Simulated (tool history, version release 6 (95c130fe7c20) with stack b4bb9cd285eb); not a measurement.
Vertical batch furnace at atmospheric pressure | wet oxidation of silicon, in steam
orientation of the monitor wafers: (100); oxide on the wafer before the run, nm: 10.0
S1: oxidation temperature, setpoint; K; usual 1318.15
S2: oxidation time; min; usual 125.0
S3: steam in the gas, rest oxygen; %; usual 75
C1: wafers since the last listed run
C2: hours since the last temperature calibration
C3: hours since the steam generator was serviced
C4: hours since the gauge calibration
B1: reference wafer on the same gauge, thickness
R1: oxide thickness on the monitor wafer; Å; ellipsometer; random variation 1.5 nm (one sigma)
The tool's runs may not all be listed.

{"run": 1, "hour": 0.0, "S1": 1318.15, "S2": 125.0, "S3": 75, "C1": 0, "C2": 2111.5, "C3": 179.4, "C4": 363.3, "B1": 747.91, "R1": 7499.2}
{"run": 2, "hour": 36.3, "S1": 1301.15, "S2": 125.0, "S3": 75, "C1": 388, "C2": 2147.8, "C3": 215.7, "C4": 399.6, "B1": 747.84, "R1": 6923.8}
{"run": 3, "hour": 89.3, "S1": 1301.15, "S2": 125.0, "S3": 75, "C1": 567, "C2": 2200.8, "C3": 268.7, "C4": 452.6, "B1": 747.44, "R1": 6957.3}
{"run": 4, "hour": 160.5, "S1": 1318.15, "S2": 141.0, "S3": 70, "C1": 762, "C2": 2272.0, "C3": 339.9, "C4": 523.8, "B1": 747.8, "R1": 7772.0}
{"run": 5, "hour": 326.4, "S1": 1318.15, "S2": 125.0, "S3": 75, "C1": 1776, "C2": 2437.9, "C3": 505.8, "C4": 689.7, "B1": 748.61, "R1": 7566.2}
{"run": 6, "hour": 371.8, "S1": 1318.15, "S2": 125.0, "S3": 75, "C1": 486, "C2": 2483.3, "C3": 551.2, "C4": 735.1, "B1": 747.8, "R1": 7533.3}
{"run": 7, "hour": 437.7, "S1": 1318.15, "S2": 169.5, "S3": 75, "C1": 705, "C2": 2549.2, "C3": 617.1, "C4": 801.0, "B1": 748.02, "R1": 9038.7}
{"run": 8, "hour": 468.9, "S1": 1318.15, "S2": 169.5, "S3": 75, "C1": 334, "C2": 2580.4, "C3": 648.3, "C4": 832.2, "B1": 748.21, "R1": 9038.7}
{"run": 9, "hour": 623.4, "S1": 1318.15, "S2": 125.0, "S3": 79, "C1": 1653, "C2": 2734.9, "C3": 802.8, "C4": 986.7, "B1": 748.13, "R1": 7811.5}
{"run": 10, "hour": 686.6, "S1": 1318.15, "S2": 125.0, "S3": 79, "C1": 676, "C2": 2798.1, "C3": 866.0, "C4": 1049.9, "B1": 747.84, "R1": 7815.5}
{"run": 11, "hour": 742.3, "S1": 1318.15, "S2": 125.0, "S3": 66, "C1": 596, "C2": 2853.8, "C3": 921.7, "C4": 1105.6, "B1": 747.95, "R1": 7036.4}
{"hour": 751.6, "done": "gauge calibrated"}
{"run": 12, "hour": 780.6, "S1": 1318.15, "S2": 125.0, "S3": 84, "C1": 410, "C2": 2892.1, "C3": 960.0, "C4": 29.0, "B1": 748.0, "R1": 8080.8}
{"run": 13, "hour": 831.6, "S1": 1335.15, "S2": 125.0, "S3": 79, "C1": 545, "C2": 2943.1, "C3": 1011.0, "C4": 80.0, "B1": 748.18, "R1": 8474.1}
{"hour": 895.8, "done": "steam generator serviced"}
{"hour": 920.4, "done": "thermocouples replaced and temperature profile calibrated"}
{"run": 14, "hour": 920.9, "S1": 1318.15, "S2": 125.0, "S3": 75, "C1": 442, "C2": 0.5, "C3": 25.1, "C4": 169.3, "B1": 747.62, "R1": 7390.3}
{"run": 15, "hour": 947.7, "S1": 1318.15, "S2": 125.0, "S3": 75, "C1": 286, "C2": 27.3, "C3": 51.9, "C4": 196.1, "B1": 748.12, "R1": 7395.4}
{"run": 16, "hour": 982.5, "S1": 1339.15, "S2": 103.0, "S3": 75, "C1": 372, "C2": 62.1, "C3": 86.7, "C4": 230.9, "B1": 747.79, "R1": 7323.8}
{"run": 17, "hour": 1040.9, "S1": 1318.15, "S2": 165.0, "S3": 75, "C1": 625, "C2": 120.5, "C3": 145.1, "C4": 289.3, "B1": 748.31, "R1": 8706.8}
{"run": 18, "hour": 1079.2, "S1": 1318.15, "S2": 125.0, "S3": 75, "C1": 410, "C2": 158.8, "C3": 183.4, "C4": 327.6, "B1": 747.99, "R1": 7421.8}
{"run": 19, "hour": 1103.7, "S1": 1318.15, "S2": 186.0, "S3": 71, "C1": 262, "C2": 183.3, "C3": 207.9, "C4": 352.1, "B1": 748.16, "R1": 9065.9}
{"run": 20, "hour": 1128.8, "S1": 1318.15, "S2": 125.0, "S3": 75, "C1": 268, "C2": 208.4, "C3": 233.0, "C4": 377.2, "B1": 747.43, "R1": 7370.8}
{"run": 21, "hour": 1171.2, "S1": 1318.15, "S2": 169.5, "S3": 75, "C1": 453, "C2": 250.8, "C3": 275.4, "C4": 419.6, "B1": 748.02, "R1": 8805.1}
{"run": 22, "hour": 1206.0, "S1": 1303.15, "S2": 125.0, "S3": 68, "C1": 372, "C2": 285.6, "C3": 310.2, "C4": 454.4, "B1": 747.72, "R1": 6478.1}
{"run": 23, "hour": 1267.8, "S1": 1296.15, "S2": 107.5, "S3": 84, "C1": 661, "C2": 347.4, "C3": 372.0, "C4": 516.2, "B1": 747.88, "R1": 6477.2}

How the hidden state differs across the entries between the runs, from the last listed run before each to the first after it:
Between runs 11 and 12: gauge calibrated (hour 751.6)
  true tube temperature minus thermocouple reading, K: 5.95 -> 6.1
  measured less the result without the state, R1: +196.3 -> +219.9 Å
Between runs 13 and 14: steam generator serviced (hour 895.8); thermocouples replaced and temperature profile calibrated (hour 920.4)
  true tube temperature minus thermocouple reading, K: 6.31 -> 0.271
  measured less the result without the state, R1: +223.0 -> +9.5 Å

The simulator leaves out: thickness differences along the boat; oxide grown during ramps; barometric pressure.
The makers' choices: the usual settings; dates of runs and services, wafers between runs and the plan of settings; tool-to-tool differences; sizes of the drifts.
